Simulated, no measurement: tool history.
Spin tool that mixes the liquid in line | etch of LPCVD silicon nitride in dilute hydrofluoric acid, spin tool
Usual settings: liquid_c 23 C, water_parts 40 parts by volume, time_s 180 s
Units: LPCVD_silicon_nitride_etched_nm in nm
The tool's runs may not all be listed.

| run | hour | liquid_c | water_parts | time_s | wafers since the last listed run | hours since the thermometer was replaced | hours since the hydrofluoric acid flow meter was replaced | hours since the gauge calibration | read-back film thickness of the LPCVD silicon nitride reference wafer, read on the same gauge (nm) | LPCVD_silicon_nitride_etched_nm |
|---|---|---|---|---|---|---|---|---|---|---|
| 1 | 0 | 23 | 40 | 180 | 0 | 1570.2 | 370.8 | 59 | 40 | 2.965 |
| 2 | 6.2 | 23 | 40 | 180 | 51 | 1576.4 | 377 | 65.2 | 40.003 | 2.974 |
| 3 | 23.6 | 23 | 25 | 180 | 145 | 1593.8 | 394.4 | 82.6 | 39.967 | 4.663 |
| 4 | 30.7 | 23 | 25 | 180 | 59 | 1600.9 | 401.5 | 89.7 | 40.005 | 4.729 |
| 5 | 46.7 | 23 | 25 | 180 | 133 | 1616.9 | 417.5 | 105.7 | 39.992 | 4.684 |
| 6 | 55.2 | 23 | 40 | 180 | 71 | 1625.4 | 426 | 114.2 | 39.968 | 2.963 |
| 7 | 68.9 | 23 | 40 | 180 | 114 | 1639.1 | 439.7 | 127.9 | 39.984 | 3.048 |
| 8 | 79.7 | 23 | 40 | 125 | 90 | 1649.9 | 450.5 | 138.7 | 39.988 | 2.097 |
| 9 | 89.8 | 23 | 40 | 125 | 84 | 1660 | 460.6 | 148.8 | 40.009 | 2.132 |
| 10 | 95.9 | 22 | 40 | 180 | 50 | 1666.1 | 466.7 | 154.9 | 40.006 | 2.875 |
| 11 | 108.7 | 23 | 40 | 180 | 106 | 1678.9 | 479.5 | 167.7 | 39.986 | 2.999 |
| 12 | 116.8 | 23 | 40 | 180 | 67 | 1687 | 487.6 | 175.8 | 40.018 | 3.064 |
| 13 | 147.4 | 23 | 40 | 180 | 255 | 1717.6 | 518.2 | 206.4 | 40.002 | 3.105 |
|  | 160.8 | gauge calibrated |
| 14 | 177.4 | 23 | 40 | 180 | 250 | 1747.6 | 548.2 | 16.6 | 40.023 | 3.097 |
| 15 | 185.5 | 26.5 | 35 | 145 | 67 | 1755.7 | 556.3 | 24.7 | 39.993 | 3.619 |
| 16 | 192.3 | 28 | 25 | 130 | 56 | 1762.5 | 563.1 | 31.5 | 39.969 | 4.891 |
| 17 | 209.1 | 23 | 45 | 260 | 140 | 1779.3 | 579.9 | 48.3 | 39.993 | 3.972 |
| 18 | 223.3 | 23 | 40 | 180 | 118 | 1793.5 | 594.1 | 62.5 | 39.995 | 3.117 |
| 19 | 236.7 | 23 | 40 | 130 | 111 | 1806.9 | 607.5 | 75.9 | 40.001 | 2.249 |
| 20 | 243.5 | 24.5 | 40 | 180 | 56 | 1813.7 | 614.3 | 82.7 | 39.979 | 3.51 |
|  | 265.8 | hydrofluoric acid flow meter replaced |
|  | 279.2 | thermometer replaced |
| 21 | 293.4 | 23 | 40 | 180 | 400 | 14.2 | 27.6 | 132.6 | 40.017 | 2.388 |
| 22 | 304.1 | 20.5 | 55 | 90 | 89 | 24.9 | 38.3 | 143.3 | 40.023 | 0.75 |
| 23 | 318.9 | 23 | 40 | 105 | 123 | 39.7 | 53.1 | 158.1 | 39.983 | 1.426 |
| 24 | 328.3 | 23 | 40 | 115 | 78 | 49.1 | 62.5 | 167.5 | 39.997 | 1.562 |
| 25 | 340.1 | 19 | 50 | 105 | 98 | 60.9 | 74.3 | 179.3 | 40.029 | 0.864 |
| 26 | 352.9 | 23 | 40 | 180 | 106 | 73.7 | 87.1 | 192.1 | 39.988 | 2.492 |

Forecast each of these 4 alternatives for the next run:
| A | 353.4 | 23 | 40 | 225 | 4 | 74.2 | 87.6 | 192.6 | ? | ? |
| B | 353.4 | 20 | 50 | 255 | 4 | 74.2 | 87.6 | 192.6 | ? | ? |
| C | 353.4 | 23 | 40 | 275 | 4 | 74.2 | 87.6 | 192.6 | ? | ? |
| D | 353.4 | 23 | 45 | 180 | 4 | 74.2 | 87.6 | 192.6 | ? | ? |

| run | read-back film thickness of the LPCVD silicon nitride reference wafer, read on the same gauge (nm) | LPCVD_silicon_nitride_etched_nm |
|---|---|---|
| A | 39.994 | 3.065 |
| B | 39.994 | 2.275 |
| C | 39.994 | 3.746 |
| D | 39.994 | 2.186 |
Without the tool's hidden state the same runs would have given:
| run | LPCVD_silicon_nitride_etched_nm |
|---|---|
| A | 2.93 |
| B | 2.174 |
| C | 3.581 |
| D | 2.09 |
